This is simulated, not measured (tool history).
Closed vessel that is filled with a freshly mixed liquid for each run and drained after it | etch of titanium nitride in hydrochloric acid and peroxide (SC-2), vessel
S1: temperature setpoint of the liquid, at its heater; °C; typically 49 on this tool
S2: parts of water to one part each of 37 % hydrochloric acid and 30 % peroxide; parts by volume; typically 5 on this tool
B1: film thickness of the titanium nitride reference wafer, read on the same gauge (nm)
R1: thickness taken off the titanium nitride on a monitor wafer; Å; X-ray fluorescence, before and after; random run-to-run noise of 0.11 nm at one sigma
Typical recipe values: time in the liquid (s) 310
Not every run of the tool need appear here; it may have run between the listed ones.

run 1 hour=0 | S1=49 S2=5 time_in_the_liquid_(s)=265 | B1=130.02 | R1=151.5
run 2 hour=70.7 | S1=49 S2=5 time_in_the_liquid_(s)=265 | B1=129.98 | R1=149.5
run 3 hour=123.6 | S1=49 S2=5 time_in_the_liquid_(s)=310 | B1=130 | R1=175.7
run 4 hour=152.6 | S1=49 S2=5 time_in_the_liquid_(s)=310 | B1=130.01 | R1=174.4
-- hour=186.7 new drum of peroxide connected
run 5 hour=202.8 | S1=49 S2=5 time_in_the_liquid_(s)=310 | B1=129.98 | R1=175.9
run 6 hour=252.8 | S1=49 S2=6 time_in_the_liquid_(s)=310 | B1=129.96 | R1=149
run 7 hour=289.3 | S1=49 S2=5 time_in_the_liquid_(s)=310 | B1=129.99 | R1=170.6
run 8 hour=332.5 | S1=49 S2=5 time_in_the_liquid_(s)=310 | B1=130.01 | R1=172.6
-- hour=365.7 gauge calibrated
run 9 hour=415.4 | S1=53.5 S2=4 time_in_the_liquid_(s)=235 | B1=129.94 | R1=205.7
run 10 hour=446.7 | S1=49 S2=5 time_in_the_liquid_(s)=310 | B1=130.01 | R1=170.5
run 11 hour=500.9 | S1=52 S2=6 time_in_the_liquid_(s)=390 | B1=130.03 | R1=226.4
-- hour=515.1 new drum of peroxide connected
run 12 hour=528.6 | S1=49 S2=6.5 time_in_the_liquid_(s)=310 | B1=130.03 | R1=138.8
-- hour=543 chemicals flow meter replaced
run 13 hour=558.5 | S1=40 S2=5.5 time_in_the_liquid_(s)=310 | B1=129.97 | R1=92
-- hour=570.7 thermometer replaced
run 14 hour=600.1 | S1=56 S2=5.5 time_in_the_liquid_(s)=485 | B1=130.01 | R1=477.8
run 15 hour=641.8 | S1=52 S2=4 time_in_the_liquid_(s)=420 | B1=129.96 | R1=396.8
run 16 hour=752.3 | S1=51.5 S2=5 time_in_the_liquid_(s)=310 | B1=129.98 | R1=241.3

Measured less the same run without the tool's hidden state. The same run-to-run variation is in both; the gauge's scatter may not be:
Hidden state present: liquid colder than its thermometer reads (K); chemicals flow below the setpoint (%); peroxide weaker than its label (%); gauge reads high (%).
run=1 R1=-27
run=2 R1=-27.9
run=3 R1=-33.7
run=4 R1=-34
run=5 R1=-35.3
run=6 R1=-31.5
run=7 R1=-36
run=8 R1=-37.3
run=9 R1=-44.3
run=10 R1=-39.1
run=11 R1=-53.9
run=12 R1=-34.1
run=13 R1=-13.5
run=14 R1=-6
run=15 R1=-6.4
run=16 R1=-6.4
